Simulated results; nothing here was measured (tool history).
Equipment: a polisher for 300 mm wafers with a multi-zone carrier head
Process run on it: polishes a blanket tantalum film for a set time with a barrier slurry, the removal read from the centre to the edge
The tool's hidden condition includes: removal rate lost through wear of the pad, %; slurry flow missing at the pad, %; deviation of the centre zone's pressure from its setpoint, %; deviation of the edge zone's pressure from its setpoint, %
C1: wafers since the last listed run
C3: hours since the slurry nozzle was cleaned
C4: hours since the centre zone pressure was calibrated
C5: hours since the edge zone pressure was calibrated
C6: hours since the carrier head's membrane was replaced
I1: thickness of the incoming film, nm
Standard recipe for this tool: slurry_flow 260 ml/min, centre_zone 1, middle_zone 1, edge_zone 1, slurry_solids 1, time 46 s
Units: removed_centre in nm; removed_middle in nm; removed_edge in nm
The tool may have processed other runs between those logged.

{"run": 1, "hour": 0.0, "slurry_flow": 340, "centre_zone": 1, "middle_zone": 1, "edge_zone": 1, "slurry_solids": 1, "time": 46, "C1": 0, "wafers polished on this pad": 1438, "C3": 280.1, "C4": 51.4, "C5": 246.4, "C6": 150.8, "I1": 249, "removed_centre": 105.9, "removed_middle": 109.8, "removed_edge": 111.2}
{"run": 2, "hour": 48.9, "slurry_flow": 260, "centre_zone": 1, "middle_zone": 1, "edge_zone": 1, "slurry_solids": 1, "time": 46, "C1": 510, "wafers polished on this pad": 1948, "C3": 329, "C4": 100.3, "C5": 295.3, "C6": 199.7, "I1": 254.9, "removed_centre": 104.7, "removed_middle": 106.7, "removed_edge": 103.8}
{"hour": 63.5, "done": "slurry nozzle cleaned"}
{"run": 3, "hour": 122.0, "slurry_flow": 260, "centre_zone": 0.95, "middle_zone": 1.12, "edge_zone": 1, "slurry_solids": 1, "time": 46, "C1": 752, "wafers polished on this pad": 2700, "C3": 58.5, "C4": 173.4, "C5": 368.4, "C6": 272.8, "I1": 247.1, "removed_centre": 101, "removed_middle": 117.9, "removed_edge": 107.6}
{"run": 4, "hour": 175.4, "slurry_flow": 300, "centre_zone": 1, "middle_zone": 0.9, "edge_zone": 1, "slurry_solids": 1, "time": 46, "C1": 557, "wafers polished on this pad": 3257, "C3": 111.9, "C4": 226.8, "C5": 421.8, "C6": 326.2, "I1": 249.1, "removed_centre": 110.3, "removed_middle": 98.7, "removed_edge": 109.3}
{"run": 5, "hour": 232.9, "slurry_flow": 260, "centre_zone": 1, "middle_zone": 0.9, "edge_zone": 1.04, "slurry_solids": 1, "time": 46, "C1": 599, "wafers polished on this pad": 3857, "C3": 169.4, "C4": 284.3, "C5": 479.3, "C6": 383.7, "I1": 249.1, "removed_centre": 110.1, "removed_middle": 94.2, "removed_edge": 107.2}
{"hour": 261.6, "done": "worn pad replaced by a new one"}
{"run": 6, "hour": 262.1, "slurry_flow": 260, "centre_zone": 1.06, "middle_zone": 0.89, "edge_zone": 1, "slurry_solids": 1, "time": 46, "C1": 262, "wafers polished on this pad": 5, "C3": 198.6, "C4": 313.5, "C5": 508.5, "C6": 412.9, "I1": 247.3, "removed_centre": 114.7, "removed_middle": 96.4, "removed_edge": 106.9}
{"run": 7, "hour": 315.5, "slurry_flow": 200, "centre_zone": 1, "middle_zone": 1.08, "edge_zone": 0.94, "slurry_solids": 1, "time": 35, "C1": 557, "wafers polished on this pad": 562, "C3": 252, "C4": 366.9, "C5": 561.9, "C6": 466.3, "I1": 245.2, "removed_centre": 82.4, "removed_middle": 82.2, "removed_edge": 78}
{"hour": 341.5, "done": "centre zone pressure recalibrated"}
{"run": 8, "hour": 363.8, "slurry_flow": 260, "centre_zone": 1, "middle_zone": 1, "edge_zone": 0.96, "slurry_solids": 1.1, "time": 60, "C1": 482, "wafers polished on this pad": 1045, "C3": 300.3, "C4": 22.3, "C5": 610.2, "C6": 514.6, "I1": 252.8, "removed_centre": 136.9, "removed_middle": 140.7, "removed_edge": 138.8}
{"hour": 387.8, "done": "edge zone pressure recalibrated"}
{"hour": 396.0, "done": "carrier head's membrane replaced by a new one"}
{"run": 9, "hour": 402.9, "slurry_flow": 260, "centre_zone": 1, "middle_zone": 1, "edge_zone": 1, "slurry_solids": 1, "time": 46, "C1": 334, "wafers polished on this pad": 1380, "C3": 339.4, "C4": 61.4, "C5": 15.1, "C6": 6.9, "I1": 252, "removed_centre": 104.9, "removed_middle": 106.5, "removed_edge": 105.5}
{"hour": 418.9, "done": "slurry nozzle cleaned"}
{"run": 10, "hour": 465.3, "slurry_flow": 260, "centre_zone": 1.08, "middle_zone": 1, "edge_zone": 1.05, "slurry_solids": 1, "time": 39, "C1": 640, "wafers polished on this pad": 2020, "C3": 46.4, "C4": 123.8, "C5": 77.5, "C6": 69.3, "I1": 250.3, "removed_centre": 96.1, "removed_middle": 90.3, "removed_edge": 94.8}
{"run": 11, "hour": 496.4, "slurry_flow": 330, "centre_zone": 1, "middle_zone": 1, "edge_zone": 1, "slurry_solids": 0.85, "time": 55, "C1": 324, "wafers polished on this pad": 2344, "C3": 77.5, "C4": 154.9, "C5": 108.6, "C6": 100.4, "I1": 246.6, "removed_centre": 127.4, "removed_middle": 127.9, "removed_edge": 127.8}
{"run": 12, "hour": 546.9, "slurry_flow": 260, "centre_zone": 1, "middle_zone": 1, "edge_zone": 1.03, "slurry_solids": 1, "time": 46, "C1": 526, "wafers polished on this pad": 2871, "C3": 128, "C4": 205.4, "C5": 159.1, "C6": 150.9, "I1": 245.6, "removed_centre": 106.5, "removed_middle": 107, "removed_edge": 106}
{"run": 13, "hour": 579.7, "slurry_flow": 260, "centre_zone": 1, "middle_zone": 1, "edge_zone": 1, "slurry_solids": 1, "time": 46, "C1": 342, "wafers polished on this pad": 3213, "C3": 160.8, "C4": 238.2, "C5": 191.9, "C6": 183.7, "I1": 247.4, "removed_centre": 106.6, "removed_middle": 106.4, "removed_edge": 106.4}
{"run": 14, "hour": 627.9, "slurry_flow": 260, "centre_zone": 1, "middle_zone": 1.07, "edge_zone": 1.05, "slurry_solids": 1, "time": 46, "C1": 502, "wafers polished on this pad": 3716, "C3": 209, "C4": 286.4, "C5": 240.1, "C6": 231.9, "I1": 248.1, "removed_centre": 109.5, "removed_middle": 113.5, "removed_edge": 108.5}
{"run": 15, "hour": 655.9, "slurry_flow": 310, "centre_zone": 1, "middle_zone": 1, "edge_zone": 1, "slurry_solids": 1, "time": 46, "C1": 292, "wafers polished on this pad": 4008, "C3": 237, "C4": 314.4, "C5": 268.1, "C6": 259.9, "I1": 251.9, "removed_centre": 115.7, "removed_middle": 108.2, "removed_edge": 105.8}
{"hour": 671.1, "done": "worn pad replaced by a new one"}
{"run": 16, "hour": 682.8, "slurry_flow": 225, "centre_zone": 1, "middle_zone": 1, "edge_zone": 1, "slurry_solids": 0.7, "time": 41, "C1": 238, "wafers polished on this pad": 121, "C3": 263.9, "C4": 341.3, "C5": 295, "C6": 286.8, "I1": 251.3, "removed_centre": 94, "removed_middle": 86.7, "removed_edge": 92.1}
{"run": 17, "hour": 715.8, "slurry_flow": 260, "centre_zone": 0.91, "middle_zone": 1, "edge_zone": 1, "slurry_solids": 1, "time": 51, "C1": 344, "wafers polished on this pad": 465, "C3": 296.9, "C4": 374.3, "C5": 328, "C6": 319.8, "I1": 248, "removed_centre": 113.5, "removed_middle": 116.6, "removed_edge": 118.5}
{"hour": 742.4, "done": "centre zone pressure recalibrated"}
{"hour": 756.3, "done": "slurry nozzle cleaned"}
{"run": 18, "hour": 764.9, "slurry_flow": 260, "centre_zone": 1, "middle_zone": 1.03, "edge_zone": 1, "slurry_solids": 1, "time": 46, "C1": 480, "wafers polished on this pad": 946, "C3": 8.6, "C4": 22.5, "C5": 377.1, "C6": 368.9, "I1": 248.2, "removed_centre": 108.2, "removed_middle": 108.1, "removed_edge": 104.5}
{"run": 19, "hour": 808.2, "slurry_flow": 260, "centre_zone": 0.94, "middle_zone": 1.09, "edge_zone": 1, "slurry_solids": 1.15, "time": 57, "C1": 451, "wafers polished on this pad": 1398, "C3": 51.9, "C4": 65.8, "C5": 420.4, "C6": 412.2, "I1": 253.4, "removed_centre": 128.2, "removed_middle": 144.2, "removed_edge": 136.2}
{"run": 20, "hour": 938.8, "slurry_flow": 260, "centre_zone": 1, "middle_zone": 1, "edge_zone": 1, "slurry_solids": 1, "time": 46, "C1": 1362, "wafers polished on this pad": 2760, "C3": 182.5, "C4": 196.4, "C5": 551, "C6": 542.8, "I1": 246.2, "removed_centre": 111.3, "removed_middle": 105.3, "removed_edge": 107.6}

Exercise: give the hidden state of the tool at every run:
removal rate lost through wear of the pad, %: 0 on each run
slurry flow missing at the pad, %: 0 on each run
deviation of the edge zone's pressure from its setpoint, %: 0 on each run
H1: deviation of the centre zone's pressure from its setpoint, %
run=1 H1=0.236
run=2 H1=1.54
run=3 H1=3.5
run=4 H1=4.93
run=5 H1=6.47
run=6 H1=7.25
run=7 H1=8.68
run=8 H1=-0.317
run=9 H1=0.729
run=10 H1=2.4
run=11 H1=3.23
run=12 H1=4.58
run=13 H1=5.46
run=14 H1=6.75
run=15 H1=7.5
run=16 H1=8.22
run=17 H1=9.1
run=18 H1=3.23
run=19 H1=4.39
run=20 H1=7.89
